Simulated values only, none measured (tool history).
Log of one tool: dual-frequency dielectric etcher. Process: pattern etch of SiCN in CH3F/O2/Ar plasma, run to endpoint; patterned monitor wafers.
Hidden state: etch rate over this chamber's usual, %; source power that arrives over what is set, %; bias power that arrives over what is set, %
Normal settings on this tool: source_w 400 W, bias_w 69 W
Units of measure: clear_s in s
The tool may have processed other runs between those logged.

| run | day | source_w | bias_w | wafers since the last listed run | hours since the last wet clean | hours since the last source power generator calibration | hours since the last bias power generator calibration | hours since the last upper electrode change | incoming incoming film thickness, nm | clear_s |
|---|---|---|---|---|---|---|---|---|---|---|
| 1 | 0 | 400 | 69 | 0 | 130.7 | 2464.8 | 4428.5 | 3880.8 | 8.76 | 25.6 |
| 2 | 1.296 | 400 | 80 | 265 | 161.8 | 2495.9 | 4459.6 | 3911.9 | 8.83 | 24.7 |
| 3 | 2.767 | 400 | 80 | 301 | 197.1 | 2531.2 | 4494.9 | 3947.2 | 8.83 | 24.9 |
| 4 | 3.275 | 400 | 80 | 104 | 209.3 | 2543.4 | 4507.1 | 3959.4 | 8.89 | 25.1 |
| 5 | 4.738 | 400 | 69 | 299 | 244.4 | 2578.5 | 4542.2 | 3994.5 | 8.87 | 26.6 |
| 6 | 6.212 | 400 | 69 | 301 | 279.8 | 2613.9 | 4577.6 | 4029.9 | 8.83 | 26.2 |
|  | 7.342 | source power generator calibrated |
| 7 | 7.362 | 400 | 69 | 201 | 307.4 | 0.5 | 4605.2 | 4057.5 | 8.69 | 26.2 |
| 8 | 8.696 | 400 | 69 | 272 | 339.4 | 32.5 | 4637.2 | 4089.5 | 8.87 | 26.7 |
| 9 | 9.517 | 400 | 69 | 168 | 359.1 | 52.2 | 4656.9 | 4109.2 | 8.77 | 26.4 |
| 10 | 10.042 | 400 | 69 | 107 | 371.7 | 64.8 | 4669.5 | 4121.8 | 8.78 | 26.4 |
|  | 10.258 | bias power generator calibrated |
| 11 | 10.758 | 400 | 69 | 112 | 388.9 | 82 | 12 | 4139 | 8.73 | 25.6 |
| 12 | 11.379 | 400 | 79 | 127 | 403.8 | 96.9 | 26.9 | 4153.9 | 8.76 | 24.7 |
|  | 12.796 | wet clean of the chamber |
|  | 13.042 | upper electrode replaced |
| 13 | 13.062 | 340 | 63 | 89 | 6.4 | 137.3 | 67.3 | 0.5 | 8.81 | 28.7 |
| 14 | 13.1 | 430 | 73 | 7 | 7.3 | 138.2 | 68.2 | 1.4 | 8.8 | 25.1 |
| 15 | 13.754 | 400 | 79 | 133 | 23 | 153.9 | 83.9 | 17.1 | 8.87 | 25.3 |
| 16 | 15.246 | 310 | 61 | 305 | 58.8 | 189.7 | 119.7 | 52.9 | 8.72 | 30.1 |
| 17 | 16.312 | 310 | 82 | 218 | 84.4 | 215.3 | 145.3 | 78.5 | 8.74 | 26.8 |
| 18 | 17.05 | 460 | 85 | 150 | 102.1 | 233 | 163 | 96.2 | 8.88 | 23.4 |
| 19 | 17.612 | 400 | 69 | 115 | 115.6 | 246.5 | 176.5 | 109.7 | 8.85 | 26.3 |
| 20 | 18.204 | 400 | 69 | 121 | 129.8 | 260.7 | 190.7 | 123.9 | 8.85 | 26.4 |
| 21 | 19.442 | 480 | 69 | 253 | 159.5 | 290.4 | 220.4 | 153.6 | 8.84 | 24.6 |
| 22 | 20.658 | 430 | 78 | 249 | 188.7 | 319.6 | 249.6 | 182.8 | 8.78 | 24.4 |

Here are 3 independent what-if runs from the current tool condition. What would each one return?
| A | 20.675 | 400 | 69 | 3 | 189.1 | 320 | 250 | 183.2 | 8.84 | ? |
| B | 20.675 | 310 | 74 | 3 | 189.1 | 320 | 250 | 183.2 | 8.84 | ? |
| C | 20.675 | 400 | 58 | 3 | 189.1 | 320 | 250 | 183.2 | 8.84 | ? |

| run | clear_s |
|---|---|
| A | 26.6 |
| B | 28.7 |
| C | 28.1 |
With no hidden state in the tool, these same runs would have given:
| run | clear_s |
|---|---|
| A | 26.6 |
| B | 28.7 |
| C | 28.1 |
